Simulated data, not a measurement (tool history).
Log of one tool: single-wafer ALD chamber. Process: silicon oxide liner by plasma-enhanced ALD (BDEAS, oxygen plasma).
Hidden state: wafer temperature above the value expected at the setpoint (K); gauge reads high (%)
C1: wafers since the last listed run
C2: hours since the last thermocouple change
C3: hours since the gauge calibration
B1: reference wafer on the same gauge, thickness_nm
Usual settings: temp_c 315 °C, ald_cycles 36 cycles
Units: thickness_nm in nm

{"run": 1, "hour": 0.0, "temp_c": 306, "ald_cycles": 36, "C1": 0, "C2": 1313.3, "C3": 1463.7, "B1": 3.681, "thickness_nm": 3.256}
{"run": 2, "hour": 99.1, "temp_c": 315, "ald_cycles": 39, "C1": 565, "C2": 1412.4, "C3": 1562.8, "B1": 3.681, "thickness_nm": 3.497}
{"run": 3, "hour": 201.4, "temp_c": 315, "ald_cycles": 39, "C1": 583, "C2": 1514.7, "C3": 1665.1, "B1": 3.682, "thickness_nm": 3.494}
{"hour": 242.1, "done": "thermocouple changed; heater temperature recalibrated"}
{"run": 4, "hour": 250.9, "temp_c": 315, "ald_cycles": 39, "C1": 236, "C2": 8.8, "C3": 1714.6, "B1": 3.684, "thickness_nm": 3.488}
{"run": 5, "hour": 305.3, "temp_c": 322, "ald_cycles": 36, "C1": 310, "C2": 63.2, "C3": 1769, "B1": 3.689, "thickness_nm": 3.191}
{"run": 6, "hour": 379.7, "temp_c": 322, "ald_cycles": 36, "C1": 424, "C2": 137.6, "C3": 1843.4, "B1": 3.684, "thickness_nm": 3.196}
{"run": 7, "hour": 428.9, "temp_c": 309, "ald_cycles": 36, "C1": 280, "C2": 186.8, "C3": 1892.6, "B1": 3.687, "thickness_nm": 3.246}
{"run": 8, "hour": 524.7, "temp_c": 309, "ald_cycles": 36, "C1": 546, "C2": 282.6, "C3": 1988.4, "B1": 3.688, "thickness_nm": 3.249}
{"run": 9, "hour": 628.9, "temp_c": 315, "ald_cycles": 36, "C1": 594, "C2": 386.8, "C3": 2092.6, "B1": 3.686, "thickness_nm": 3.227}
{"run": 10, "hour": 691.0, "temp_c": 310, "ald_cycles": 36, "C1": 354, "C2": 448.9, "C3": 2154.7, "B1": 3.691, "thickness_nm": 3.238}
{"run": 11, "hour": 770.8, "temp_c": 315, "ald_cycles": 36, "C1": 455, "C2": 528.7, "C3": 2234.5, "B1": 3.692, "thickness_nm": 3.239}
{"hour": 816.1, "done": "gauge calibrated"}
{"run": 12, "hour": 838.4, "temp_c": 315, "ald_cycles": 36, "C1": 385, "C2": 596.3, "C3": 22.3, "B1": 3.614, "thickness_nm": 3.161}
{"run": 13, "hour": 909.1, "temp_c": 315, "ald_cycles": 36, "C1": 403, "C2": 667, "C3": 93, "B1": 3.625, "thickness_nm": 3.154}
{"run": 14, "hour": 992.2, "temp_c": 315, "ald_cycles": 36, "C1": 474, "C2": 750.1, "C3": 176.1, "B1": 3.631, "thickness_nm": 3.161}
{"run": 15, "hour": 1066.4, "temp_c": 315, "ald_cycles": 33, "C1": 423, "C2": 824.3, "C3": 250.3, "B1": 3.637, "thickness_nm": 2.919}
{"run": 16, "hour": 1216.6, "temp_c": 315, "ald_cycles": 36, "C1": 856, "C2": 974.5, "C3": 400.5, "B1": 3.654, "thickness_nm": 3.195}
{"run": 17, "hour": 1321.0, "temp_c": 315, "ald_cycles": 36, "C1": 595, "C2": 1078.9, "C3": 504.9, "B1": 3.662, "thickness_nm": 3.203}
{"run": 18, "hour": 1428.8, "temp_c": 307, "ald_cycles": 29, "C1": 614, "C2": 1186.7, "C3": 612.7, "B1": 3.665, "thickness_nm": 2.612}
{"run": 19, "hour": 1491.1, "temp_c": 301, "ald_cycles": 33, "C1": 355, "C2": 1249, "C3": 675, "B1": 3.668, "thickness_nm": 2.995}
{"run": 20, "hour": 1552.5, "temp_c": 307, "ald_cycles": 42, "C1": 350, "C2": 1310.4, "C3": 736.4, "B1": 3.674, "thickness_nm": 3.8}
{"run": 21, "hour": 1639.9, "temp_c": 305, "ald_cycles": 41, "C1": 498, "C2": 1397.8, "C3": 823.8, "B1": 3.681, "thickness_nm": 3.717}
{"run": 22, "hour": 1681.3, "temp_c": 325, "ald_cycles": 31, "C1": 236, "C2": 1439.2, "C3": 865.2, "B1": 3.682, "thickness_nm": 2.737}
{"hour": 1722.7, "done": "thermocouple changed; heater temperature recalibrated"}
{"run": 23, "hour": 1755.1, "temp_c": 323, "ald_cycles": 42, "C1": 375, "C2": 32.4, "C3": 939, "B1": 3.687, "thickness_nm": 3.709}
{"run": 24, "hour": 1798.5, "temp_c": 315, "ald_cycles": 36, "C1": 247, "C2": 75.8, "C3": 982.4, "B1": 3.688, "thickness_nm": 3.218}
{"run": 25, "hour": 1875.3, "temp_c": 305, "ald_cycles": 43, "C1": 438, "C2": 152.6, "C3": 1059.2, "B1": 3.69, "thickness_nm": 3.884}
{"run": 26, "hour": 1923.1, "temp_c": 302, "ald_cycles": 39, "C1": 272, "C2": 200.4, "C3": 1107, "B1": 3.69, "thickness_nm": 3.559}
{"run": 27, "hour": 1982.5, "temp_c": 326, "ald_cycles": 34, "C1": 338, "C2": 259.8, "C3": 1166.4, "B1": 3.697, "thickness_nm": 3.008}
{"run": 28, "hour": 2044.7, "temp_c": 315, "ald_cycles": 36, "C1": 354, "C2": 322, "C3": 1228.6, "B1": 3.695, "thickness_nm": 3.223}
{"run": 29, "hour": 2146.0, "temp_c": 315, "ald_cycles": 36, "C1": 577, "C2": 423.3, "C3": 1329.9, "B1": 3.699, "thickness_nm": 3.242}
{"run": 30, "hour": 2188.7, "temp_c": 315, "ald_cycles": 31, "C1": 243, "C2": 466, "C3": 1372.6, "B1": 3.701, "thickness_nm": 2.779}
{"run": 31, "hour": 2256.7, "temp_c": 301, "ald_cycles": 29, "C1": 387, "C2": 534, "C3": 1440.6, "B1": 3.702, "thickness_nm": 2.659}

4 ways to go on from here, each from the tool as it stands after run 31. What would each give?
{"run": "A", "hour": 2257.2, "temp_c": 315, "ald_cycles": 36, "C1": 2, "C2": 534.5, "C3": 1441.1, "B1": "?", "thickness_nm": "?"}
{"run": "B", "hour": 2257.2, "temp_c": 321, "ald_cycles": 41, "C1": 2, "C2": 534.5, "C3": 1441.1, "B1": "?", "thickness_nm": "?"}
{"run": "C", "hour": 2257.2, "temp_c": 311, "ald_cycles": 42, "C1": 2, "C2": 534.5, "C3": 1441.1, "B1": "?", "thickness_nm": "?"}
{"run": "D", "hour": 2257.2, "temp_c": 329, "ald_cycles": 39, "C1": 2, "C2": 534.5, "C3": 1441.1, "B1": "?", "thickness_nm": "?"}

run=A B1=3.703 thickness_nm=3.242
run=B B1=3.703 thickness_nm=3.664
run=C B1=3.703 thickness_nm=3.801
run=D B1=3.703 thickness_nm=3.45
Without the tool's hidden state the same runs would have given:
run=A thickness_nm=3.153
run=B thickness_nm=3.564
run=C thickness_nm=3.697
run=D thickness_nm=3.356
